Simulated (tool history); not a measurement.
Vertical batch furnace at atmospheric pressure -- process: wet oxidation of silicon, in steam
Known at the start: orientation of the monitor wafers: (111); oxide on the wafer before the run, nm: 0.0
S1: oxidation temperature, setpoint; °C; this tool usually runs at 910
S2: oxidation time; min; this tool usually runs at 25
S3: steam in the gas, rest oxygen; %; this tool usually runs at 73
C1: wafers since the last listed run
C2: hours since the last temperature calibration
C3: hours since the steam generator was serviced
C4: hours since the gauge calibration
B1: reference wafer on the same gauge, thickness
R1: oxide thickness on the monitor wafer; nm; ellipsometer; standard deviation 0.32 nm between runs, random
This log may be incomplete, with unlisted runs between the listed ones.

run,hour,S1,S2,S3,C1,C2,C3,C4,B1,R1
1,0,910,25,73,0,2223.1,1948.4,1180.1,99.73,91.52
2,61,910,25,73,1006,2284.1,2009.4,1241.1,99.82,91.3
3,102.9,910,25,73,691,2326,2051.3,1283,99.74,90.9
4,167.3,910,16,73,1062,2390.4,2115.7,1347.4,99.75,61.39
5,198.6,910,16,73,516,2421.7,2147,1378.7,99.78,60.93
6,224.4,921,25,73,425,2447.5,2172.8,1404.5,99.84,103.71
7,295.8,921,25,73,1178,2518.9,2244.2,1475.9,99.81,103.58
8,343.1,910,25,73,780,2566.2,2291.5,1523.2,99.86,91.15
9,383.4,910,25,73,664,2606.5,2331.8,1563.5,99.85,90.89
10,443.4,910,25,73,990,2666.5,2391.8,1623.5,99.79,90.3
11,497.8,910,25,68,897,2720.9,2446.2,1677.9,99.79,85.35
# hour 555.9: steam generator serviced
12,556.4,910,25,68,570,2779.5,0.5,1736.5,99.8,88.98
# hour 559.8: gauge calibrated
13,567.6,910,25,68,184,2790.7,11.7,7.8,99.85,89.2
14,604.2,910,25,73,603,2827.3,48.3,44.4,99.84,94.44
15,635.8,910,25,73,521,2858.9,79.9,76,99.86,94.31
16,678.1,915,25,73,697,2901.2,122.2,118.3,99.74,100.74
17,714.1,915,25,73,594,2937.2,158.2,154.3,99.85,101.55
18,766.5,915,25,73,864,2989.6,210.6,206.7,99.79,101.28
19,798.6,890,14,81,529,3021.7,242.7,238.8,99.78,46.68
20,927.8,910,25,73,2131,3150.9,371.9,368,99.82,94.88
21,965.7,896,19,73,625,3188.8,409.8,405.9,99.78,62.11
22,993.4,923,30,78,457,3216.5,437.5,433.6,99.82,136.18
23,1059.4,910,25,73,1089,3282.5,503.5,499.6,99.89,95.66
24,1088.5,921,25,73,480,3311.6,532.6,528.7,99.81,108.17
25,1122.9,920,28.5,83,567,3346,567,563.1,99.75,133.22
26,1179.9,910,25,73,940,3403,624,620.1,99.76,95.96
27,1240.9,910,20.5,65,1006,3464,685,681.1,99.79,72.58
# hour 1295.4: thermocouples replaced and temperature profile calibrated
28,1310.8,888,25,73,757,15.4,754.9,751,99.83,65.54

Expected results for the next run?
29,1367.1,910,36,73,928,71.7,811.2,807.3,?,?

Run 29 produced B1 99.87, R1 123.56 nm.
Were there no unlogged condition in the tool, this run, its random variation unchanged, would have produced R1 123.74 nm.

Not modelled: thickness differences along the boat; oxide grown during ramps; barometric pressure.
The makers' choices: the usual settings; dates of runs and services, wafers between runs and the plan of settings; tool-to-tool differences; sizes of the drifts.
